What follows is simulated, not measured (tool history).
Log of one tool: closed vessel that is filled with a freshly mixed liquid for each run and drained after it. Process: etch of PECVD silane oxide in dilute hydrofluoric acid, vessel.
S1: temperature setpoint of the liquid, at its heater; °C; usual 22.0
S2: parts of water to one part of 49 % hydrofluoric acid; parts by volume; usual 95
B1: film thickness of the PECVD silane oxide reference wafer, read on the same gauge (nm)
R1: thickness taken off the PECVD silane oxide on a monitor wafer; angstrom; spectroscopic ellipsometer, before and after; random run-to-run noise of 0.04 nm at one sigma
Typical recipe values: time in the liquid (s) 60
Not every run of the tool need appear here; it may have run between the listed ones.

Run 1, hour 0.0: usual settings; B1 69.98. Result: R1 92.5 angstrom.
Run 2, hour 32.4: usual settings but S2 80 parts by volume; B1 70.04. Result: R1 111.2 angstrom.
Run 3, hour 44.5: usual settings but S2 80 parts by volume; B1 69.98. Result: R1 110.9 angstrom.
Run 4, hour 74.2: usual settings but S2 120 parts by volume; B1 70.00. Result: R1 70.4 angstrom.
Run 5, hour 90.9: usual settings but S2 120 parts by volume; B1 69.96. Result: R1 70.3 angstrom.
Run 6, hour 117.9: usual settings; B1 69.98. Result: R1 91.4 angstrom.
Run 7, hour 138.1: usual settings; B1 69.98. Result: R1 91.2 angstrom.
Run 8, hour 172.8: usual settings; B1 69.99. Result: R1 91.4 angstrom.
Run 9, hour 186.1: usual settings but time in the liquid (s) 50; B1 69.99. Result: R1 76.2 angstrom.
At hour 204.5: hydrofluoric acid flow meter replaced.
Run 10, hour 216.3: usual settings; B1 69.97. Result: R1 96.4 angstrom.
Run 11, hour 249.3: usual settings but S2 80 parts by volume, time in the liquid (s) 40; B1 70.02. Result: R1 77.0 angstrom.
Run 12, hour 268.6: usual settings but S2 80 parts by volume, time in the liquid (s) 40; B1 69.98. Result: R1 77.0 angstrom.
At hour 278.2: gauge calibrated.
Run 13, hour 303.5: usual settings but time in the liquid (s) 45; B1 70.03. Result: R1 70.9 angstrom.
Run 14, hour 334.0: usual settings; B1 69.97. Result: R1 95.4 angstrom.
Run 15, hour 351.6: usual settings but S1 23.5 °C, S2 50 parts by volume, time in the liquid (s) 35; B1 70.03. Result: R1 118.5 angstrom.
Run 16, hour 364.3: usual settings but S1 25.5 °C, S2 120 parts by volume; B1 69.99. Result: R1 83.5 angstrom.
At hour 379.6: thermometer replaced.
Run 17, hour 385.9: usual settings but time in the liquid (s) 30; B1 69.99. Result: R1 47.7 angstrom.
Run 18, hour 415.0: usual settings but S1 19.0 °C, S2 75 parts by volume, time in the liquid (s) 70; B1 70.04. Result: R1 126.7 angstrom.
Run 19, hour 428.0: usual settings but S1 26.0 °C, S2 140 parts by volume, time in the liquid (s) 70; B1 69.98. Result: R1 83.4 angstrom.
Run 20, hour 457.7: usual settings; B1 70.00. Result: R1 94.7 angstrom.
Run 21, hour 469.8: usual settings but S2 140 parts by volume, time in the liquid (s) 90; B1 70.00. Result: R1 91.4 angstrom.
Run 22, hour 491.2: usual settings but time in the liquid (s) 80; B1 70.03. Result: R1 125.6 angstrom.
Run 23, hour 506.5: usual settings but S1 26.5 °C, S2 110 parts by volume, time in the liquid (s) 85; B1 69.97. Result: R1 135.3 angstrom.
Run 24, hour 528.7: usual settings but S1 20.0 °C, time in the liquid (s) 80; B1 69.98. Result: R1 116.1 angstrom.

4 ways to go on from here, each from the tool as it stands after run 24. What would each give?
Run A, hour 529.4: usual settings; B1 ?. Result: R1 ?.
Run B, hour 529.4: usual settings but S1 24.0 °C, S2 135 parts by volume, time in the liquid (s) 50; B1 ?. Result: R1 ?.
Run C, hour 529.4: usual settings but S1 26.0 °C; B1 ?. Result: R1 ?.
Run D, hour 529.4: usual settings but S2 80 parts by volume, time in the liquid (s) 75; B1 ?. Result: R1 ?.

run     B1     R1
  A  69.99   95.0
  B  69.99   57.5
  C  69.99  111.3
  D  69.99  143.6
The same runs, with their run-to-run variation unchanged, on a tool lacking any hidden condition would have given:
run     R1
  A   97.3
  B   58.9
  C  114.1
  D  147.1
